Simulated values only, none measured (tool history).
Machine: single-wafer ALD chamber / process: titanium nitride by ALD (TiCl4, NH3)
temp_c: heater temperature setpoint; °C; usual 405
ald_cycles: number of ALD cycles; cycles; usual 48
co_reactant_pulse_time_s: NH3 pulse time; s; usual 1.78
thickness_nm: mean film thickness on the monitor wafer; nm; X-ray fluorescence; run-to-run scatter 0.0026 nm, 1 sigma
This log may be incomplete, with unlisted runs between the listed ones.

run,day,temp_c,ald_cycles,co_reactant_pulse_time_s,"read-back reference wafer on the same gauge, thickness_nm",thickness_nm
1,0,405,48,1.78,1.08,1.035
2,0.254,405,48,1.78,1.081,1.038
3,0.817,405,48,1.78,1.081,1.035
4,1.129,405,48,1.78,1.08,1.036
5,1.812,405,44,1.78,1.081,0.949
6,2.404,405,44,1.78,1.08,0.945
7,3.254,408,48,1.78,1.08,1.036
8,3.646,405,48,1.78,1.08,1.028
9,4.304,413,48,1.38,1.079,1.03
10,5.008,405,48,1.78,1.079,1.031
11,5.658,405,48,1.23,1.08,1.02
12,6.275,417,48,1.78,1.08,1.038
13,6.696,405,44,1.78,1.079,0.945
14,7.375,405,48,1.96,1.08,1.043
15,7.808,416,54,1.78,1.081,1.168
16,8.162,405,56,1.78,1.08,1.206
17,8.529,405,55,1.78,1.08,1.18

Missing from the log above: 3 entries noted between runs. For each, name the pair of listed runs it sits between and say how the tool's hidden condition differs from the listed run just before to the listed run just after:
Runs 6 to 7: showerhead replaced (day 3.233)
  both runs share identical hidden conditions
Runs 7 to 8: thermocouple changed; heater temperature recalibrated (day 3.625)
  both runs share identical hidden conditions
Runs 10 to 11: gauge calibrated (day 5.221)
  both runs share identical hidden conditions
